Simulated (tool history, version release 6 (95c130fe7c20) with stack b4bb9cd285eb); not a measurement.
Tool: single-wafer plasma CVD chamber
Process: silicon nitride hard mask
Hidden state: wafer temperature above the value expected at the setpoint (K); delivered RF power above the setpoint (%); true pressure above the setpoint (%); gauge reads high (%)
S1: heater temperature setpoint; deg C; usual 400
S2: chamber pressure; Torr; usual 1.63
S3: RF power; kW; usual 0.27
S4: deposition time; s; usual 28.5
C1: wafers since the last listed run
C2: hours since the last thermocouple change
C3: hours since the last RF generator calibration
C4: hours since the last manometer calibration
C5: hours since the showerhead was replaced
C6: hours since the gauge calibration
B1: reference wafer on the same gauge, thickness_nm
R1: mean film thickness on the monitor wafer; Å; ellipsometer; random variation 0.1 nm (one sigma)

run,hour,S1,S2,S3,S4,C1,C2,C3,C4,C5,C6,B1,R1
1,0,396,1.63,0.27,28.5,0,280.5,619.2,2377.4,1463.7,923.3,27.812,303.75
# hour 20.5: capacitance manometer re-zeroed and calibrated
2,30.3,396,1.63,0.27,28.5,745,310.8,649.5,9.8,1494,953.6,27.792,310.72
3,101.6,396,1.63,0.27,28.5,2382,382.1,720.8,81.1,1565.3,1024.9,27.805,311.78
4,152.4,391,1.63,0.27,26.9,1697,432.9,771.6,131.9,1616.1,1075.7,27.757,295.18
5,207.3,400,1.63,0.25,28.5,1834,487.8,826.5,186.8,1671,1130.6,27.802,291.78
6,244.5,400,1.63,0.25,28.5,1242,525,863.7,224,1708.2,1167.8,27.759,291.11
7,314.2,413,1.43,0.215,25.7,2328,594.7,933.4,293.7,1777.9,1237.5,27.811,223.17
8,379,400,1.5,0.285,28.5,2164,659.5,998.2,358.5,1842.7,1302.3,27.817,316.16
9,446.7,407,1.46,0.3,28.5,2261,727.2,1065.9,426.2,1910.4,1370,27.776,324.83
10,501,400,1.63,0.27,28.5,1814,781.5,1120.2,480.5,1964.7,1424.3,27.8,308.87
11,533.7,395,1.63,0.27,26,1092,814.2,1152.9,513.2,1997.4,1457,27.81,283.86
12,583.9,400,1.63,0.27,23.2,1677,864.4,1203.1,563.4,2047.6,1507.2,27.824,251.2
# hour 606.2: RF generator calibrated
# hour 761.4: thermocouple changed; heater temperature recalibrated
13,773.3,400,1.96,0.27,28.5,5793,11.9,167.1,752.8,2237,1696.6,27.809,319.4
14,840.5,400,1.63,0.285,28.5,2245,79.1,234.3,820,2304.2,1763.8,27.798,318.87
# hour 908: showerhead replaced
15,908.5,411,1.81,0.29,26.9,2004,147.1,302.3,888,0.5,1831.8,27.783,311.12
# hour 919.6: gauge calibrated
16,1035.3,408,1.9,0.24,33.2,4236,273.9,429.1,1014.8,127.3,115.7,27.81,334.53
17,1069,400,1.63,0.27,28.5,1125,307.6,462.8,1048.5,161,149.4,27.807,307.71
18,1124,400,1.63,0.225,28.5,1837,362.6,517.8,1103.5,216,204.4,27.803,264.9
19,1282,404,1.23,0.27,28.5,5278,520.6,675.8,1261.5,374,362.4,27.814,284.7
20,1308.2,388,1.36,0.235,34.1,875,546.8,702,1287.7,400.2,388.6,27.771,315.11
21,1337.3,400,1.63,0.27,28.5,972,575.9,731.1,1316.8,429.3,417.7,27.816,306.87
22,1401.3,400,1.63,0.27,28.5,2138,639.9,795.1,1380.8,493.3,481.7,27.823,306.6
23,1445.5,396,1.91,0.27,24.2,1476,684.1,839.3,1425,537.5,525.9,27.833,268.53
24,1493.6,400,1.75,0.27,25.6,1607,732.2,887.4,1473.1,585.6,574,27.794,278.87
25,1532.3,400,1.63,0.27,28.5,1292,770.9,926.1,1511.8,624.3,612.7,27.82,305.57
26,1590.3,407,1.63,0.3,26.4,1937,828.9,984.1,1569.8,682.3,670.7,27.766,305.2
27,1630.2,392,2.01,0.25,23.3,1333,868.8,1024,1609.7,722.2,710.6,27.81,247.37
28,1667.6,390,1.81,0.27,28.5,1249,906.2,1061.4,1647.1,759.6,748,27.82,314.69

How the hidden state differs across the entries between the runs, from the last listed run before each to the first after it:
Between runs 1 and 2: capacitance manometer re-zeroed and calibrated (hour 20.5)
  true pressure above the setpoint (%): -8.39 -> 1.6
  measured less the result without the state, R1: -6.31 -> +1.16 Å
Between runs 12 and 13: RF generator calibrated (hour 606.2); thermocouple changed; heater temperature recalibrated (hour 761.4)
  true pressure above the setpoint (%): -2.77 -> -3.66
  measured less the result without the state, R1: -1.67 -> -2.71 Å
Between runs 14 and 15: showerhead replaced (hour 908)
  true pressure above the setpoint (%): -3.93 -> -4.17
  measured less the result without the state, R1: -3.03 -> -3.01 Å
Between runs 15 and 16: gauge calibrated (hour 919.6)
  true pressure above the setpoint (%): -4.17 -> -4.57
  measured less the result without the state, R1: -3.01 -> -3.56 Å
